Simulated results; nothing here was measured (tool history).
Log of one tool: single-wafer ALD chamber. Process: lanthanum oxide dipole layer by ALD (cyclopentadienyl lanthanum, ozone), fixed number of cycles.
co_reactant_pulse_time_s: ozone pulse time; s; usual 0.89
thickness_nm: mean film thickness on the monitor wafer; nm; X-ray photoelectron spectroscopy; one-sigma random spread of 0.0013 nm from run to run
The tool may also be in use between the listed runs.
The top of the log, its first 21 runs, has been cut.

run	hour	co_reactant_pulse_time_s	wafers since the last listed run	hours since the last thermocouple change	hours since the last ozone generator service	hours since the showerhead was replaced	hours since the gauge calibration	read-back reference wafer on the same gauge, thickness_nm	thickness_nm
22	599.6	1.08	182	981.2	265.0	26.6	304.4	0.524	0.511
# hour 631.2: thermocouple changed; heater temperature recalibrated
23	631.7	0.64	257	0.5	297.1	58.7	336.5	0.524	0.437
24	657.2	0.74	272	26.0	322.6	84.2	362.0	0.524	0.457
25	672.8	0.98	166	41.6	338.2	99.8	377.6	0.524	0.498
26	704.5	0.68	338	73.3	369.9	131.5	409.3	0.524	0.448
27	733.2	0.89	306	102.0	398.6	160.2	438.0	0.524	0.485
28	749.0	0.62	168	117.8	414.4	176.0	453.8	0.524	0.433
29	764.4	0.89	164	133.2	429.8	191.4	469.2	0.524	0.485
30	838.0	1.19	786	206.8	503.4	265.0	542.8	0.524	0.523
31	851.1	0.73	139	219.9	516.5	278.1	555.9	0.524	0.455
32	872.0	1.20	223	240.8	537.4	299.0	576.8	0.524	0.523

Here are 5 independent what-if runs from the current tool condition. What would each one return?
A	872.4	0.89	4	241.2	537.8	299.4	577.2	?	?
B	872.4	1.06	4	241.2	537.8	299.4	577.2	?	?
C	872.4	0.58	4	241.2	537.8	299.4	577.2	?	?
D	872.4	0.79	4	241.2	537.8	299.4	577.2	?	?
E	872.4	0.78	4	241.2	537.8	299.4	577.2	?	?

run	read-back reference wafer on the same gauge, thickness_nm	thickness_nm
A	0.523	0.485
B	0.523	0.508
C	0.523	0.424
D	0.523	0.469
E	0.523	0.467
With the hidden condition removed and each run's random variation left untouched, the same runs would have given:
run	thickness_nm
A	0.485
B	0.508
C	0.424
D	0.469
E	0.467
